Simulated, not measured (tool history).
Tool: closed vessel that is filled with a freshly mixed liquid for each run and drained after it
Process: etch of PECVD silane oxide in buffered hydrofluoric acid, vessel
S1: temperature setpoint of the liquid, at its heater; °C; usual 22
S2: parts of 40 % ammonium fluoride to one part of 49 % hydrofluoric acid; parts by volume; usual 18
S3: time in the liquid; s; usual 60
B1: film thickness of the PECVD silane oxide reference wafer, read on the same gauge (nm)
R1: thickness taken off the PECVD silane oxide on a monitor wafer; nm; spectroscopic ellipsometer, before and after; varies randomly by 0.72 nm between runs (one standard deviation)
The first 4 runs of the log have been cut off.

run    hour    S1    S2  S3      B1      R1
  5   208.8    22  14.5  75  145.59  175.92
  6   251.4    22  14.5  75  145.43  176.64
  7   299.4    22  14.5  75  145.19  174.87
  8   336.6    22    18  60  145.06  113.43
  9   368.4    22    18  60  144.88  114.07
 10     438    22    18  60  144.57  112.95
 11   504.5    22    18  50  144.26   93.84
 12   572.4  19.5    18  80  143.99  130.96
 13   643.5  19.5    18  80  143.66  130.53
 14     700    22    18  70  143.44  129.71
 15   849.9    22    18  70  142.76  131.15
      861.3  -- thermometer replaced
 16   910.3    22    18  70  142.48  130.04
        966  -- hydrofluoric acid flow meter replaced
 17   980.7    22    18  60  142.17  110.34
 18  1010.4    22    18  60  142.04  110.41
 19  1077.5    25    21  35  141.73   66.77
 20  1105.7    19    18  60  141.63   93.41
 21  1168.8  19.5  24.5  60  141.34   75.42
     1172.3  -- gauge calibrated
 22  1237.2    22    14  60  149.05  150.28
 23    1296    25    18  30  148.79   68.22

What does the tool deliver on the next run?
 24  1361.4  20.5  18  40   ?   ?

{"run 24": {"B1": 148.5, "R1": 71.68}}
Take away the tool's hidden state, keep the run-to-run variation as it was, and the same run would have given R1 72.4 nm.

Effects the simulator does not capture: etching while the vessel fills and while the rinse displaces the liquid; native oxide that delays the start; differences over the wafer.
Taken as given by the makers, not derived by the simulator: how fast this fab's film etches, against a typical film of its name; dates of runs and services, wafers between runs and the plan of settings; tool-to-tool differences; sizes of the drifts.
